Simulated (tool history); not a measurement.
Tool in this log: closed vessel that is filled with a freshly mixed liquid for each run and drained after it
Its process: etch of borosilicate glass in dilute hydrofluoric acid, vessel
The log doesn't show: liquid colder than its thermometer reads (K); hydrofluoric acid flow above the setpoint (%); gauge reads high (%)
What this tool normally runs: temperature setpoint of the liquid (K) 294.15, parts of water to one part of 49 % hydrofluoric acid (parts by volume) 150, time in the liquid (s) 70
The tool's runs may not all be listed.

run,hour,temperature setpoint of the liquid (K),parts of water to one part of 49 % hydrofluoric acid (parts by volume),time in the liquid (s),wafers since the last listed run,hours since the thermometer was replaced,hours since the hydrofluoric acid flow meter was replaced,hours since the gauge calibration,"read-back film thickness of the borosilicate glass reference wafer, read on the same gauge (nm)",thickness taken off the borosilicate glass on a monitor wafer (Å)
1,0.0,294.15,185,70,0,516.0,234.4,265.5,150.01,93.4
2,64.4,294.15,150,70,5491,580.4,298.8,329.9,150.01,118.6
# hour 67.6: thermometer replaced
3,132.2,294.15,150,70,5695,64.6,366.6,397.7,149.97,124.6
4,219.1,294.15,150,70,7409,151.5,453.5,484.6,149.99,123.6
5,266.8,294.15,150,70,4067,199.2,501.2,532.3,150.02,123.9
# hour 364.7: gauge calibrated
6,372.8,294.15,150,70,9038,305.2,607.2,8.1,150.00,123.1
# hour 405.3: hydrofluoric acid flow meter replaced
7,432.3,294.15,150,45,4988,364.7,27.0,67.6,150.01,77.3
8,504.8,294.15,150,70,6182,437.2,99.5,140.1,150.03,119.4
9,574.5,290.65,120,70,5943,506.9,169.2,209.8,150.03,133.5
10,614.4,294.15,195,70,3402,546.8,209.1,249.7,149.99,87.3
# hour 651.1: thermometer replaced
11,683.3,294.15,150,60,5789,32.2,278.0,318.6,150.01,106.6
12,752.2,290.15,120,100,5875,101.1,346.9,387.5,150.02,193.3
13,857.1,294.15,150,70,8944,206.0,451.8,492.4,150.01,123.2

Run 14 is up next; what results do you expect?
# hour 879.6: gauge calibrated
14,931.7,292.65,120,40,6361,280.6,526.4,52.1,?,?

Run 14 came out at read-back film thickness of the borosilicate glass reference wafer, read on the same gauge (nm) 149.96, thickness taken off the borosilicate glass on a monitor wafer (Å) 85.2.
On a tool with no hidden condition, and with the same random variation, this run would have come out at thickness taken off the borosilicate glass on a monitor wafer (Å) 86.0.

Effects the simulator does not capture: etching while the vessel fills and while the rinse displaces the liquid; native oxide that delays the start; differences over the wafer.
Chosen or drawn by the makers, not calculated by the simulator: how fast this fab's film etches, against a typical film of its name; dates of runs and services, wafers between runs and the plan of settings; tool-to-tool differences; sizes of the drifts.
